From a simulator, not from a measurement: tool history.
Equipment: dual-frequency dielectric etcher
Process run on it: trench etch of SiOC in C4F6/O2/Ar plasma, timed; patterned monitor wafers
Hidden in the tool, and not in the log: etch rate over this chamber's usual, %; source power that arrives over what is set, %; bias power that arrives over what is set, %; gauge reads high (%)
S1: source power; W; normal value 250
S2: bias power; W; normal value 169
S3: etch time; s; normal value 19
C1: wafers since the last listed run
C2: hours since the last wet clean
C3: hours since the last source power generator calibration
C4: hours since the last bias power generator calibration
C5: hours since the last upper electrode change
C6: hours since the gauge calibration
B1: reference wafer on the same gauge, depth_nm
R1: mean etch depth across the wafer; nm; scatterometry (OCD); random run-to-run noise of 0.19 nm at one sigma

run,hour,S1,S2,S3,C1,C2,C3,C4,C5,C6,B1,R1
1,0,210,169,19,0,380.9,1613.6,4864.3,2795.9,105.6,30.19,28.98
2,42.8,210,169,19,406,423.7,1656.4,4907.1,2838.7,148.4,30.16,29.21
# hour 103.5: wet clean of the chamber
3,104,210,169,19,353,0.5,1717.6,4968.3,2899.9,209.6,30.2,30.31
4,150.5,250,169,19,441,47,1764.1,5014.8,2946.4,256.1,30.19,31.97
5,177,250,169,19,251,73.5,1790.6,5041.3,2972.9,282.6,30.21,31.44
6,219.8,250,169,22,406,116.3,1833.4,5084.1,3015.7,325.4,30.24,36.78
# hour 247.7: source power generator calibrated
7,264.1,250,138,23,382,160.6,16.4,5128.4,3060,369.7,30.2,37
# hour 307.6: gauge calibrated
8,317.1,250,138,23,503,213.6,69.4,5181.4,3113,9.5,30.24,36.31
9,345.4,250,169,13.5,268,241.9,97.7,5209.7,3141.3,37.8,30.17,21.92
# hour 373.2: upper electrode replaced
10,385.2,250,210,14.5,150,281.7,137.5,5249.5,12,77.6,30.16,24.83
11,425.1,250,169,19,378,321.6,177.4,5289.4,51.9,117.5,30.18,31.11
# hour 450.7: bias power generator calibrated
12,493.6,250,169,23.5,612,390.1,245.9,42.9,120.4,186,30.18,37.74
# hour 557.2: wet clean of the chamber
13,557.7,250,169,19,380,0.5,310,107,184.5,250.1,30.21,31.64
14,617.8,230,193,19,570,60.6,370.1,167.1,244.6,310.2,30.23,31.76
15,642.1,250,169,19,230,84.9,394.4,191.4,268.9,334.5,30.24,31.36
16,683.7,190,189,22.5,395,126.5,436,233,310.5,376.1,30.2,35.07

Run 17, settings as shown, results not yet in. Your forecast:
17,710,230,200,21,249,152.8,462.3,259.3,336.8,402.4,?,?

Run 17 measured B1 30.18, R1 35.02 nm.
Had the tool carried no hidden state, the very same run would have given R1 35.56 nm.

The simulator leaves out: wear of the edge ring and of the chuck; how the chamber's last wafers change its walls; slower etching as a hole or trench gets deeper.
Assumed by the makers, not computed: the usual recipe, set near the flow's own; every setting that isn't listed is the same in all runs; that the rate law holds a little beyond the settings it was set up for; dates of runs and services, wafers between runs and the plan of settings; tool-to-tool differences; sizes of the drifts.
